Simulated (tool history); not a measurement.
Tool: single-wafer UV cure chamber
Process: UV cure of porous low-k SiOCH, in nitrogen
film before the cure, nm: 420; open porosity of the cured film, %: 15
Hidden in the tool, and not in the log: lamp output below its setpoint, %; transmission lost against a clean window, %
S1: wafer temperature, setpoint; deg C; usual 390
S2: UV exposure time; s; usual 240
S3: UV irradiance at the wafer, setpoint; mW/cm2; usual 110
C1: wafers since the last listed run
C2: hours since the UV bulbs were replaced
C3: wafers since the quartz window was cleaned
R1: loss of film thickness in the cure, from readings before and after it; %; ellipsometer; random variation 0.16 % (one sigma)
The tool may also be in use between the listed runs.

run,day,S1,S2,S3,C1,C2,C3,R1
1,0.000,390,240,110,0,2201.2,1490,8.974
2,0.746,390,240,110,143,2219.1,1633,9.124
3,1.121,390,240,110,72,2228.1,1706,8.937
4,1.862,390,240,110,143,2245.9,1849,9.114
5,2.175,390,240,110,60,2253.4,1909,8.778
6,2.750,390,185,110,110,2267.2,2020,8.041
7,3.458,390,240,110,136,2284.2,2157,9.030
8,3.833,390,240,110,72,2293.2,2229,8.920
9,4.421,390,345,110,113,2307.3,2342,10.011
10,4.792,390,345,110,71,2316.2,2414,10.082
11,5.338,390,240,110,105,2329.3,2519,8.730
12,6.058,390,240,110,139,2346.6,2658,8.713
13,6.667,390,240,110,117,2361.2,2775,8.817
14,6.929,390,275,110,50,2367.5,2826,9.237
15,7.538,390,135,84,117,2382.1,2943,5.762
16,8.275,390,240,110,142,2399.8,3085,9.005
17,8.671,390,240,110,76,2409.3,3162,8.782
18,9.296,390,240,110,120,2424.3,3282,8.736
19,9.888,390,240,110,114,2438.5,3396,8.845
20,10.229,397,240,83,65,2446.7,3462,7.508
21,10.575,390,140,110,66,2455.0,3529,6.824
22,11.179,381,105,83,116,2469.5,3645,4.815
23,11.779,377,295,87,115,2483.9,3761,8.493
# day 12.454: quartz window cleaned
24,12.475,390,240,143,69,2500.6,4,10.196
25,12.950,390,380,110,91,2512.0,95,11.237
26,13.229,405,295,126,53,2518.7,149,10.841
27,13.971,382,350,122,143,2536.5,292,10.988
28,14.433,410,240,110,89,2547.6,381,9.671
# day 14.900: UV bulbs replaced
29,15.096,376,240,76,63,4.7,445,7.769
30,15.421,390,330,140,62,12.5,508,11.522
31,15.979,405,195,110,107,25.9,615,8.830
32,16.279,395,240,110,57,33.1,673,9.431
33,16.917,390,240,110,122,48.4,796,8.876
34,17.500,400,155,110,112,62.4,908,7.680
35,18.050,409,165,91,106,75.6,1015,7.547
36,18.767,390,310,75,138,92.8,1153,8.902
37,19.467,390,240,110,134,109.6,1288,8.937
38,20.083,409,165,91,118,124.4,1407,7.289
39,20.875,383,240,124,152,143.4,1559,9.289
40,21.375,382,350,122,96,155.4,1656,10.587
41,22.100,390,240,110,139,172.8,1796,9.051

Some steps in R1 between neighbouring runs. How much of each would the tool show without its hidden state too (settings, what came in, random variation), and how much is left for the hidden state, with any gauge scatter that isn't in both results?
Run 14 -> 15: S2 275 -> 135, S3 110 -> 84. R1 -3.475 %: hidden state +0.060, all else -3.535.
Run 15 -> 16: S2 135 -> 240, S3 84 -> 110. R1 +3.243 %: hidden state -0.124, all else +3.367.
Run 22 -> 23: S1 381 -> 377, S2 105 -> 295, S3 83 -> 87. R1 +3.678 %: hidden state -0.154, all else +3.832.
Run 23 -> 24: S1 377 -> 390, S2 295 -> 240, S3 87 -> 143, quartz window cleaned. R1 +1.703 %: hidden state +0.756, all else +0.947.
Run 29 -> 30: S1 376 -> 390, S2 240 -> 330, S3 76 -> 140. R1 +3.753 %: hidden state -0.022, all else +3.775.
